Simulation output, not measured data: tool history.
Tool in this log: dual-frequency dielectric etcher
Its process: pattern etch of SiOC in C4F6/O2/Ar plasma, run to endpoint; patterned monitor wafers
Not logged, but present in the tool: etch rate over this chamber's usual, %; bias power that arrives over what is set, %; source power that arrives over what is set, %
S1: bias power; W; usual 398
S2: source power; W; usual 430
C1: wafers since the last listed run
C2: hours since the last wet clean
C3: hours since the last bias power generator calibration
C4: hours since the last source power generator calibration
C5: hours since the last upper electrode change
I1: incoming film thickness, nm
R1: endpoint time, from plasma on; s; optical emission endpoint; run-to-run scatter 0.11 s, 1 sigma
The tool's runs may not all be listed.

run,day,S1,S2,C1,C2,C3,C4,C5,I1,R1
1,0.000,398,430,0,135.6,2587.3,1893.3,2255.9,49.79,16.8
2,1.200,398,480,284,164.4,2616.1,1922.1,2284.7,49.83,15.9
3,2.258,469,460,250,189.8,2641.5,1947.5,2310.1,49.96,15.6
4,2.971,469,460,168,206.9,2658.6,1964.6,2327.2,49.11,15.2
5,4.088,398,410,264,233.7,2685.4,1991.4,2354.0,49.99,17.3
6,4.862,398,410,183,252.3,2704.0,2010.0,2372.6,49.42,16.9
7,5.554,398,410,163,268.9,2720.6,2026.6,2389.2,49.76,17.1
8,6.079,398,430,124,281.5,2733.2,2039.2,2401.8,49.72,16.6
9,6.867,398,430,186,300.4,2752.1,2058.1,2420.7,49.38,16.6
10,8.271,398,380,332,334.1,2785.8,2091.8,2454.4,49.40,17.4
11,9.004,398,380,173,351.7,2803.4,2109.4,2472.0,49.20,17.5
12,10.233,376,430,291,381.2,2832.9,2138.9,2501.5,50.03,16.8
# day 13.167: upper electrode replaced, of another model than before
# day 13.342: wet clean of the chamber
13,13.362,376,430,462,0.5,2908.0,2214.0,4.7,49.76,17.6
14,14.662,434,360,307,31.7,2939.2,2245.2,35.9,49.48,17.1
15,15.246,434,360,138,45.7,2953.2,2259.2,49.9,49.46,17.0
16,15.867,434,360,147,60.6,2968.1,2274.1,64.8,49.56,17.2
17,16.958,398,490,258,86.8,2994.3,2300.3,91.0,49.99,16.3
18,18.454,313,520,354,122.7,3030.2,2336.2,126.9,50.01,18.5
# day 19.329: source power generator calibrated
19,19.854,398,380,292,156.3,3063.8,12.6,160.5,49.52,17.5
# day 21.338: bias power generator calibrated
20,21.358,465,480,316,192.4,0.5,48.7,196.6,49.01,14.6
21,21.771,465,480,97,202.3,10.4,58.6,206.5,49.89,14.8
22,22.883,454,330,263,229.0,37.1,85.3,233.2,49.46,16.7
23,23.900,302,430,240,253.4,61.5,109.7,257.6,50.00,20.0
24,25.004,355,340,261,279.9,88.0,136.2,284.1,49.59,19.0
25,26.192,398,470,281,308.4,116.5,164.7,312.6,49.52,16.2
26,27.400,352,430,286,337.4,145.5,193.7,341.6,49.57,18.0
27,28.421,464,350,241,361.9,170.0,218.2,366.1,48.80,15.7
28,29.550,455,350,267,389.0,197.1,245.3,393.2,49.80,16.3
29,30.804,469,460,297,419.1,227.2,275.4,423.3,49.66,14.6
30,32.288,315,430,351,454.7,262.8,311.0,458.9,49.24,18.8
# day 33.912: wet clean of the chamber
31,33.933,454,430,152,0.5,302.3,350.5,498.4,49.15,15.6
32,34.142,424,400,49,5.5,307.3,355.5,503.4,49.75,16.7
33,34.817,472,540,159,21.7,323.5,371.7,519.6,49.50,14.2
34,35.521,469,510,166,38.6,340.4,388.6,536.5,49.58,14.6
35,36.912,450,350,329,72.0,373.8,422.0,569.9,49.41,16.8
36,38.179,424,400,300,102.4,404.2,452.4,600.3,49.61,16.6

Predict each of these 3 candidate next runs independently; none follows another, all start after run 36:
A,38.196,343,430,3,102.8,404.6,452.8,600.7,49.94,?
B,38.196,343,460,3,102.8,404.6,452.8,600.7,49.94,?
C,38.196,485,510,3,102.8,404.6,452.8,600.7,49.94,?

run,R1
A,18.4
B,18.0
C,14.3
Without the tool's hidden state the same runs would have given:
run,R1
A,18.5
B,18.2
C,14.4
